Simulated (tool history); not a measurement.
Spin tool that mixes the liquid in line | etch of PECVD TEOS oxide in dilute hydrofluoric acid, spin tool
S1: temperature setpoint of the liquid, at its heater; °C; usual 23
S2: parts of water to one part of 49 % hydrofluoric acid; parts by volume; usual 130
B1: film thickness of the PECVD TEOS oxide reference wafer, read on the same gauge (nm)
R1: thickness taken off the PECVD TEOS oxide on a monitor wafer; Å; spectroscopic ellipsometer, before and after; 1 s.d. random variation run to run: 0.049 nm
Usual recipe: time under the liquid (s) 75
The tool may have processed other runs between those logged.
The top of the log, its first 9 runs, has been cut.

run 10 hour=331.5 | S1=23 S2=130 time_under_the_liquid_(s)=75 | B1=129.96 | R1=74.6
run 11 hour=395.1 | S1=23 S2=130 time_under_the_liquid_(s)=75 | B1=130.02 | R1=74.2
run 12 hour=420.3 | S1=23 S2=130 time_under_the_liquid_(s)=75 | B1=130 | R1=74.3
-- hour=425.5 thermometer replaced
run 13 hour=521.4 | S1=23 S2=130 time_under_the_liquid_(s)=75 | B1=129.97 | R1=73.9
-- hour=534 hydrofluoric acid flow meter replaced
run 14 hour=537.7 | S1=23 S2=130 time_under_the_liquid_(s)=75 | B1=130.03 | R1=83.9
run 15 hour=561.7 | S1=23 S2=130 time_under_the_liquid_(s)=75 | B1=129.99 | R1=84.5
-- hour=574.5 gauge calibrated
run 16 hour=580 | S1=23 S2=130 time_under_the_liquid_(s)=75 | B1=130.02 | R1=83.4
run 17 hour=595.6 | S1=23 S2=130 time_under_the_liquid_(s)=75 | B1=130.01 | R1=84.4
run 18 hour=622.8 | S1=25 S2=80 time_under_the_liquid_(s)=55 | B1=129.95 | R1=113.8
run 19 hour=635.5 | S1=24.5 S2=170 time_under_the_liquid_(s)=75 | B1=129.96 | R1=64.7
run 20 hour=671.1 | S1=23 S2=130 time_under_the_liquid_(s)=75 | B1=130.05 | R1=82.6
run 21 hour=683.7 | S1=20 S2=105 time_under_the_liquid_(s)=75 | B1=130 | R1=94.1
run 22 hour=705.8 | S1=20.5 S2=155 time_under_the_liquid_(s)=120 | B1=129.99 | R1=97.8
run 23 hour=734.7 | S1=23 S2=130 time_under_the_liquid_(s)=100 | B1=130.03 | R1=110.8
run 24 hour=752 | S1=23 S2=130 time_under_the_liquid_(s)=75 | B1=130.02 | R1=82.3
run 25 hour=765.2 | S1=18.5 S2=110 time_under_the_liquid_(s)=75 | B1=129.98 | R1=83.7
run 26 hour=780.3 | S1=23 S2=100 time_under_the_liquid_(s)=75 | B1=130.02 | R1=111.9
run 27 hour=798 | S1=26.5 S2=175 time_under_the_liquid_(s)=75 | B1=129.98 | R1=66.2
run 28 hour=825.9 | S1=27 S2=190 time_under_the_liquid_(s)=115 | B1=130.02 | R1=93.2
run 29 hour=853.2 | S1=23 S2=130 time_under_the_liquid_(s)=75 | B1=129.98 | R1=81.7
run 30 hour=873.3 | S1=23 S2=130 time_under_the_liquid_(s)=120 | B1=130.02 | R1=130.8
run 31 hour=891.9 | S1=19 S2=130 time_under_the_liquid_(s)=75 | B1=130.02 | R1=70.3
run 32 hour=909.9 | S1=21 S2=95 time_under_the_liquid_(s)=95 | B1=130.01 | R1=137.5
run 33 hour=944.8 | S1=23 S2=130 time_under_the_liquid_(s)=45 | B1=130 | R1=49.1
run 34 hour=976.3 | S1=23 S2=75 time_under_the_liquid_(s)=100 | B1=129.96 | R1=202.3

Consider 3 possible next runs. They are alternatives, not a sequence: every one starts from the tool as it was left by run 34. What does each give?
run A hour=976.7 | S1=23 S2=130 time_under_the_liquid_(s)=75 | B1=? | R1=?
run B hour=976.7 | S1=23 S2=175 time_under_the_liquid_(s)=95 | B1=? | R1=?
run C hour=976.7 | S1=23 S2=80 time_under_the_liquid_(s)=115 | B1=? | R1=?

run=A B1=129.98 R1=81.9
run=B B1=129.98 R1=73.1
run=C B1=129.98 R1=217
What these runs would have given with no unlogged condition in the tool:
run=A R1=86.1
run=B R1=77.1
run=C R1=227.8
